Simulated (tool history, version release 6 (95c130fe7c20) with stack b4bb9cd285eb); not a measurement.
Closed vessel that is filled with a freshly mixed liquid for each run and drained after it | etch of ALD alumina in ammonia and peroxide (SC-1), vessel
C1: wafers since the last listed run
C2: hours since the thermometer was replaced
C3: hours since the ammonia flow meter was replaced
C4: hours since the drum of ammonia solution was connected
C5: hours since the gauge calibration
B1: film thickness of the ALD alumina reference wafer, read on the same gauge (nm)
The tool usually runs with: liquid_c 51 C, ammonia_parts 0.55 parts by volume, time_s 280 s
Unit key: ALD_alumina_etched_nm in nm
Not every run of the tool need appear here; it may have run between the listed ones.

{"run": 1, "hour": 0.0, "liquid_c": 51, "ammonia_parts": 0.55, "time_s": 280, "C1": 0, "C2": 642, "C3": 1336, "C4": 180.3, "C5": 686.9, "B1": 30.02, "ALD_alumina_etched_nm": 11.69}
{"run": 2, "hour": 66.1, "liquid_c": 51, "ammonia_parts": 0.55, "time_s": 345, "C1": 5061, "C2": 708.1, "C3": 1402.1, "C4": 246.4, "C5": 753, "B1": 30.02, "ALD_alumina_etched_nm": 14.22}
{"run": 3, "hour": 130.3, "liquid_c": 51, "ammonia_parts": 0.55, "time_s": 345, "C1": 4916, "C2": 772.3, "C3": 1466.3, "C4": 310.6, "C5": 817.2, "B1": 30.01, "ALD_alumina_etched_nm": 14.18}
{"run": 4, "hour": 190.1, "liquid_c": 51, "ammonia_parts": 0.55, "time_s": 280, "C1": 4579, "C2": 832.1, "C3": 1526.1, "C4": 370.4, "C5": 877, "B1": 29.99, "ALD_alumina_etched_nm": 11.41}
{"run": 5, "hour": 236.8, "liquid_c": 51, "ammonia_parts": 0.55, "time_s": 280, "C1": 3576, "C2": 878.8, "C3": 1572.8, "C4": 417.1, "C5": 923.7, "B1": 30.02, "ALD_alumina_etched_nm": 11.47}
{"run": 6, "hour": 307.1, "liquid_c": 51, "ammonia_parts": 0.55, "time_s": 280, "C1": 5383, "C2": 949.1, "C3": 1643.1, "C4": 487.4, "C5": 994, "B1": 30.04, "ALD_alumina_etched_nm": 11.45}
{"hour": 354.3, "done": "new drum of ammonia solution connected"}
{"run": 7, "hour": 370.8, "liquid_c": 51, "ammonia_parts": 0.55, "time_s": 235, "C1": 4801, "C2": 1012.8, "C3": 1706.8, "C4": 16.5, "C5": 1057.7, "B1": 30, "ALD_alumina_etched_nm": 9.52}
{"run": 8, "hour": 412.1, "liquid_c": 51, "ammonia_parts": 0.55, "time_s": 280, "C1": 3162, "C2": 1054.1, "C3": 1748.1, "C4": 57.8, "C5": 1099, "B1": 29.98, "ALD_alumina_etched_nm": 11.38}
{"run": 9, "hour": 455.9, "liquid_c": 51, "ammonia_parts": 0.55, "time_s": 280, "C1": 3354, "C2": 1097.9, "C3": 1791.9, "C4": 101.6, "C5": 1142.8, "B1": 29.98, "ALD_alumina_etched_nm": 11.38}
{"run": 10, "hour": 491.8, "liquid_c": 48.5, "ammonia_parts": 0.55, "time_s": 280, "C1": 2749, "C2": 1133.8, "C3": 1827.8, "C4": 137.5, "C5": 1178.7, "B1": 30.02, "ALD_alumina_etched_nm": 9.9}
{"run": 11, "hour": 558.9, "liquid_c": 48.5, "ammonia_parts": 0.55, "time_s": 280, "C1": 5138, "C2": 1200.9, "C3": 1894.9, "C4": 204.6, "C5": 1245.8, "B1": 30.02, "ALD_alumina_etched_nm": 9.68}
{"run": 12, "hour": 620.6, "liquid_c": 48.5, "ammonia_parts": 0.55, "time_s": 280, "C1": 4724, "C2": 1262.6, "C3": 1956.6, "C4": 266.3, "C5": 1307.5, "B1": 29.95, "ALD_alumina_etched_nm": 9.78}
{"run": 13, "hour": 669.5, "liquid_c": 51, "ammonia_parts": 0.55, "time_s": 280, "C1": 3744, "C2": 1311.5, "C3": 2005.5, "C4": 315.2, "C5": 1356.4, "B1": 30.02, "ALD_alumina_etched_nm": 11.32}
{"run": 14, "hour": 739.8, "liquid_c": 44.5, "ammonia_parts": 0.55, "time_s": 280, "C1": 5383, "C2": 1381.8, "C3": 2075.8, "C4": 385.5, "C5": 1426.7, "B1": 29.98, "ALD_alumina_etched_nm": 7.82}
{"run": 15, "hour": 807.9, "liquid_c": 51, "ammonia_parts": 0.85, "time_s": 420, "C1": 5215, "C2": 1449.9, "C3": 2143.9, "C4": 453.6, "C5": 1494.8, "B1": 29.98, "ALD_alumina_etched_nm": 17.25}
{"hour": 829.0, "done": "new drum of ammonia solution connected"}
{"run": 16, "hour": 847.2, "liquid_c": 46, "ammonia_parts": 0.3, "time_s": 330, "C1": 2932, "C2": 1489.2, "C3": 2183.2, "C4": 18.2, "C5": 1534.1, "B1": 30, "ALD_alumina_etched_nm": 9.35}
{"run": 17, "hour": 873.6, "liquid_c": 51, "ammonia_parts": 0.45, "time_s": 280, "C1": 2021, "C2": 1515.6, "C3": 2209.6, "C4": 44.6, "C5": 1560.5, "B1": 29.95, "ALD_alumina_etched_nm": 10.87}
{"run": 18, "hour": 933.3, "liquid_c": 51, "ammonia_parts": 0.55, "time_s": 280, "C1": 4571, "C2": 1575.3, "C3": 2269.3, "C4": 104.3, "C5": 1620.2, "B1": 29.98, "ALD_alumina_etched_nm": 11}

Run 19, settings as shown, results not yet in. Your forecast:
{"hour": 935.2, "done": "thermometer replaced"}
{"run": 19, "hour": 987.6, "liquid_c": 59.5, "ammonia_parts": 0.35, "time_s": 115, "C1": 4081, "C2": 52.4, "C3": 2323.6, "C4": 158.6, "C5": 1674.5, "B1": "?", "ALD_alumina_etched_nm": "?"}

B1: 29.99
ALD_alumina_etched_nm: 7.34 nm
The same run, on a tool lacking any hidden state, would have yielded ALD_alumina_etched_nm 7.4 nm.
